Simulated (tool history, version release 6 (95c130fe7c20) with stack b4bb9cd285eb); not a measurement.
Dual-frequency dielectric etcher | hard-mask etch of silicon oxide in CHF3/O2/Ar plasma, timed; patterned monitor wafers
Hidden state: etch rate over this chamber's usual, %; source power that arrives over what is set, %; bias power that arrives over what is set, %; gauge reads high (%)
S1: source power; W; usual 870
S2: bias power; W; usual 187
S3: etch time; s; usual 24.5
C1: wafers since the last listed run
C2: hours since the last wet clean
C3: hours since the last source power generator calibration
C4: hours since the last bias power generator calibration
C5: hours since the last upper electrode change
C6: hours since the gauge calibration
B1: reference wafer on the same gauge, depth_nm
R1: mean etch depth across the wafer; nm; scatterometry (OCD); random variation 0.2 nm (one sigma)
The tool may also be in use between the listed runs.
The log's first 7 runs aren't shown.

run,day,S1,S2,S3,C1,C2,C3,C4,C5,C6,B1,R1
8,14.538,870,187,28.0,987,214.8,3181.3,3139.4,4212.7,432.9,69.3,68.0
9,17.096,870,187,28.0,891,276.2,3242.7,3200.8,4274.1,494.3,69.3,67.7
10,20.367,870,166,30.0,1140,354.7,3321.2,3279.3,4352.6,572.8,69.3,69.0
# day 21.754: bias power generator calibrated
11,22.196,790,163,31.5,579,398.6,3365.1,10.6,4396.5,616.7,69.3,70.9
12,27.262,680,168,22.5,1766,520.2,3486.7,132.2,4518.1,738.3,69.4,49.3
# day 28.212: source power generator calibrated
13,28.650,760,147,24.5,425,553.5,10.5,165.5,4551.4,771.6,69.3,51.9
14,30.900,760,187,21.0,784,607.5,64.5,219.5,4605.4,825.6,69.3,51.1
# day 32.542: wet clean of the chamber
15,32.562,870,163,18.5,230,0.5,104.4,259.4,4645.3,865.5,69.3,42.2
16,34.283,870,147,22.0,599,41.8,145.7,300.7,4686.6,906.8,69.3,47.5
17,36.892,650,187,24.5,909,104.4,208.3,363.3,4749.2,969.4,69.3,55.1
18,38.946,870,187,24.5,716,153.7,257.6,412.6,4798.5,1018.7,69.4,60.4
19,40.946,940,231,24.5,697,201.7,305.6,460.6,4846.5,1066.7,69.3,69.4
# day 41.821: gauge calibrated
20,42.783,800,153,24.5,640,245.8,349.7,504.7,4890.6,23.1,69.3,53.1
21,44.304,660,174,17.5,530,282.3,386.2,541.2,4927.1,59.6,69.3,38.3
# day 45.754: upper electrode replaced
22,47.067,870,187,24.5,614,348.6,452.5,607.5,31.5,125.9,69.3,61.1
23,48.829,710,187,24.5,614,390.9,494.8,649.8,73.8,168.2,69.2,57.1
24,50.608,1030,187,24.5,620,433.6,537.5,692.5,116.5,210.9,69.3,64.9
25,51.842,960,187,24.5,430,463.2,567.1,722.1,146.1,240.5,69.2,63.2
26,53.254,870,211,29.0,492,497.1,601.0,756.0,180.0,274.4,69.3,77.1
27,55.404,870,220,24.5,749,548.7,652.6,807.6,231.6,326.0,69.3,66.8
# day 57.962: wet clean of the chamber
28,57.983,980,204,21.0,550,0.5,714.5,869.5,293.5,387.9,69.3,55.3
29,59.675,870,187,24.5,589,41.1,755.1,910.1,334.1,428.5,69.3,59.8
30,62.012,1010,187,19.0,815,97.2,811.2,966.2,390.2,484.6,69.3,48.9
31,64.388,870,187,24.5,828,154.2,868.2,1023.2,447.2,541.6,69.2,59.8

3 ways to go on from here, each from the tool as it stands after run 31. What would each give?
A,64.404,870,204,24.5,5,154.6,868.6,1023.6,447.6,542.0,?,?
B,64.404,870,226,24.5,5,154.6,868.6,1023.6,447.6,542.0,?,?
C,64.404,870,147,24.5,5,154.6,868.6,1023.6,447.6,542.0,?,?

run,B1,R1
A,69.3,62.4
B,69.3,65.7
C,69.3,52.3
Without the tool's hidden state the same runs would have given:
run,R1
A,62.5
B,65.8
C,52.3

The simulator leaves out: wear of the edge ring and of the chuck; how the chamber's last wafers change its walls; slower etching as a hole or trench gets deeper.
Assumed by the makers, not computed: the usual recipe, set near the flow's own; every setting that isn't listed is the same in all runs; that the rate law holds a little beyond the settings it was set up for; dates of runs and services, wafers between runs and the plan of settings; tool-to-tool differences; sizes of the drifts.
